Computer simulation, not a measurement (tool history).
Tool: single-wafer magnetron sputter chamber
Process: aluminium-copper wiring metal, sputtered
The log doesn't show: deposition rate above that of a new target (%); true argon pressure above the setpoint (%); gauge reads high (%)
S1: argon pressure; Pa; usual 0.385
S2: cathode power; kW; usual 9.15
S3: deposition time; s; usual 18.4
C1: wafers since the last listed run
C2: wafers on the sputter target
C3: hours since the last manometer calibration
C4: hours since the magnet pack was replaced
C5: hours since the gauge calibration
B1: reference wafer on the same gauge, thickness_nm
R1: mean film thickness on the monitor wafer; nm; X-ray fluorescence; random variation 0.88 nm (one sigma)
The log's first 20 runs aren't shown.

run 21 day=43.558 | S1=0.492 S2=9.15 S3=16.6 | C1=718 C2=6448 C3=2933.5 C4=413.4 C5=445.3 | B1=242.946 | R1=255.304
-- day=45.617 capacitance manometer re-zeroed and calibrated
run 22 day=46.338 | S1=0.385 S2=9.15 S3=18.4 | C1=1233 C2=7682 C3=17.3 C4=480.1 C5=512 | B1=242.918 | R1=301.865
-- day=47.579 sputter target and shields replaced
run 23 day=47.6 | S1=0.385 S2=9.15 S3=18.4 | C1=468 C2=10 C3=47.6 C4=510.4 C5=542.3 | B1=243.061 | R1=302.574
run 24 day=48.871 | S1=0.291 S2=7.65 S3=21.4 | C1=640 C2=650 C3=78.1 C4=540.9 C5=572.8 | B1=242.982 | R1=321.467
run 25 day=50.65 | S1=0.298 S2=9.15 S3=15.7 | C1=897 C2=1548 C3=120.8 C4=583.6 C5=615.5 | B1=243.494 | R1=273.429
run 26 day=57.225 | S1=0.385 S2=9.15 S3=18.4 | C1=3315 C2=4863 C3=278.6 C4=741.4 C5=773.3 | B1=242.67 | R1=302.685
run 27 day=58.562 | S1=0.42 S2=9.15 S3=18.4 | C1=674 C2=5538 C3=310.7 C4=773.5 C5=805.4 | B1=242.658 | R1=297.719
run 28 day=60.125 | S1=0.515 S2=10.5 S3=20.7 | C1=787 C2=6326 C3=348.2 C4=811 C5=842.9 | B1=243.442 | R1=355.092
run 29 day=62.108 | S1=0.43 S2=8.2 S3=20.7 | C1=1000 C2=7326 C3=395.8 C4=858.6 C5=890.5 | B1=242.913 | R1=302.404
run 30 day=63.192 | S1=0.385 S2=9.15 S3=16.6 | C1=546 C2=7872 C3=421.8 C4=884.6 C5=916.5 | B1=242.813 | R1=271.355
-- day=63.625 sputter target and shields replaced
run 31 day=65.775 | S1=0.385 S2=9.15 S3=18.4 | C1=1134 C2=1084 C3=483.8 C4=946.6 C5=978.5 | B1=242.985 | R1=300.836
run 32 day=68.1 | S1=0.325 S2=8.3 S3=17.4 | C1=1172 C2=2256 C3=539.6 C4=1002.4 C5=1034.3 | B1=243.032 | R1=273.749
run 33 day=69.35 | S1=0.385 S2=9.15 S3=18.4 | C1=630 C2=2887 C3=569.6 C4=1032.4 C5=1064.3 | B1=243.189 | R1=301.678
run 34 day=70.812 | S1=0.525 S2=7.1 S3=18.4 | C1=737 C2=3624 C3=604.7 C4=1067.5 C5=1099.4 | B1=242.78 | R1=224.979
run 35 day=72.671 | S1=0.385 S2=10 S3=18.4 | C1=937 C2=4562 C3=649.3 C4=1112.1 C5=1144 | B1=242.883 | R1=325.336

Forecast each of these 4 alternatives for the next run:
run A day=72.688 | S1=0.385 S2=9.15 S3=15.8 | C1=8 C2=4570 C3=649.7 C4=1112.5 C5=1144.4 | B1=? | R1=?
run B day=72.688 | S1=0.488 S2=9.15 S3=18.4 | C1=8 C2=4570 C3=649.7 C4=1112.5 C5=1144.4 | B1=? | R1=?
run C day=72.688 | S1=0.335 S2=7.35 S3=20.1 | C1=8 C2=4570 C3=649.7 C4=1112.5 C5=1144.4 | B1=? | R1=?
run D day=72.688 | S1=0.332 S2=9.15 S3=21.7 | C1=8 C2=4570 C3=649.7 C4=1112.5 C5=1144.4 | B1=? | R1=?

run=A B1=242.878 R1=258.814
run=B B1=242.878 R1=282.929
run=C B1=242.878 R1=282.951
run=D B1=242.878 R1=367.446
Without the tool's hidden state the same runs would have given:
run=A R1=258.814
run=B R1=282.929
run=C R1=282.951
run=D R1=367.446
